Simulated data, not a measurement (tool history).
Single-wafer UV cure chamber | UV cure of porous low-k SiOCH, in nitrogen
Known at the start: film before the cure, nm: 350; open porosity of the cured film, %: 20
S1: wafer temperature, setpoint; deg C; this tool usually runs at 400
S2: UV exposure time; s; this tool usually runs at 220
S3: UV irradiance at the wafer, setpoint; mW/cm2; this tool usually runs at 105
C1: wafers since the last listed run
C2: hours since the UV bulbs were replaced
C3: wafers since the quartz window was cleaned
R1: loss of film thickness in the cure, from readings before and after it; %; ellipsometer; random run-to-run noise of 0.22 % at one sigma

run,hour,S1,S2,S3,C1,C2,C3,R1
1,0,400,220,105,0,384,2000,11.475
# hour 47.8: quartz window cleaned
2,102.5,390,220,105,941,486.5,545,11.379
3,182,411,220,126,792,566,1337,12.172
4,255.6,411,220,126,733,639.6,2071,11.651
# hour 308.9: quartz window cleaned
5,309.4,386,220,115,456,693.4,5,11.856
6,382.3,386,220,115,726,766.3,731,10.842
# hour 525.7: quartz window cleaned
# hour 531.7: UV bulbs replaced
7,651.2,400,220,105,2541,119.5,1191,11.393
8,727.8,388,155,105,763,196.1,1954,9.359
# hour 747.6: quartz window cleaned
9,825.7,389,350,125,896,294,778,14.459
10,895,400,100,137,690,363.3,1469,8.551
11,933.7,386,160,94,385,402,1855,8.611
# hour 1006.5: quartz window cleaned
12,1007.1,400,220,105,651,475.4,6,12.057
13,1097.9,385,105,105,905,566.2,911,7.322

Run 14 is up next; what results do you expect?
14,1170.4,415,100,142,722,638.7,1633,?

R1: 8.476 %
On a tool with no hidden condition, and with the same random variation, this run would have come out at R1 10.347 %.
